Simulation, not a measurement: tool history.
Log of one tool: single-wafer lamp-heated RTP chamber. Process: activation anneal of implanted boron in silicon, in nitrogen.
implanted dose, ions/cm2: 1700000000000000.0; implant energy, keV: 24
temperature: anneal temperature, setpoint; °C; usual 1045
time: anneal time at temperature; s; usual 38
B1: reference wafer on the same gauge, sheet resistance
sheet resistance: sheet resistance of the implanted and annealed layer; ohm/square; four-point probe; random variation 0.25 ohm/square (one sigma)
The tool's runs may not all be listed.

{"run": 1, "hour": 0.0, "temperature": 1045, "time": 45, "B1": 57.76, "sheet resistance": 69.86}
{"hour": 50.1, "done": "pyrometer window cleaned and pyrometer calibrated"}
{"run": 2, "hour": 56.1, "temperature": 1045, "time": 31, "B1": 57.82, "sheet resistance": 71.73}
{"run": 3, "hour": 113.6, "temperature": 1058, "time": 38, "B1": 57.78, "sheet resistance": 69.61}
{"run": 4, "hour": 166.8, "temperature": 1058, "time": 38, "B1": 57.78, "sheet resistance": 69.27}
{"run": 5, "hour": 211.5, "temperature": 1022, "time": 38, "B1": 57.8, "sheet resistance": 73.1}
{"hour": 264.0, "done": "reflector plate cleaned"}
{"run": 6, "hour": 272.1, "temperature": 1022, "time": 38, "B1": 57.78, "sheet resistance": 72.68}
{"run": 7, "hour": 314.6, "temperature": 1022, "time": 38, "B1": 57.83, "sheet resistance": 72.77}
{"hour": 332.6, "done": "gauge calibrated"}
{"run": 8, "hour": 380.4, "temperature": 1066, "time": 45, "B1": 57.83, "sheet resistance": 68.06}
{"hour": 406.9, "done": "pyrometer window cleaned and pyrometer calibrated"}
{"run": 9, "hour": 431.2, "temperature": 1026, "time": 24, "B1": 57.81, "sheet resistance": 74.22}
{"run": 10, "hour": 468.7, "temperature": 1072, "time": 52, "B1": 57.75, "sheet resistance": 68.5}
{"hour": 516.7, "done": "reflector plate cleaned"}
{"run": 11, "hour": 517.2, "temperature": 1061, "time": 31, "B1": 57.81, "sheet resistance": 69.97}
{"run": 12, "hour": 569.9, "temperature": 1034, "time": 18, "B1": 57.82, "sheet resistance": 73.38}
{"run": 13, "hour": 623.7, "temperature": 1045, "time": 38, "B1": 57.84, "sheet resistance": 70.76}
{"run": 14, "hour": 682.8, "temperature": 1020, "time": 38, "B1": 57.74, "sheet resistance": 73.21}
{"run": 15, "hour": 711.0, "temperature": 1045, "time": 55, "B1": 57.9, "sheet resistance": 69.77}

The same runs without the tool's hidden state, with the same run-to-run variation:
The hidden state here: true wafer temperature minus pyrometer reading, K; wafer temperature error from the tarnished reflector plate, K; gauge reads high (%).
run=1 sheet_resistance=71.10
run=2 sheet_resistance=71.91
run=3 sheet_resistance=70.21
run=4 sheet_resistance=70.11
run=5 sheet_resistance=74.50
run=6 sheet_resistance=74.22
run=7 sheet_resistance=74.38
run=8 sheet_resistance=68.92
run=9 sheet_resistance=74.69
run=10 sheet_resistance=68.82
run=11 sheet_resistance=70.75
run=12 sheet_resistance=74.67
run=13 sheet_resistance=71.96
run=14 sheet_resistance=74.89
run=15 sheet_resistance=70.94
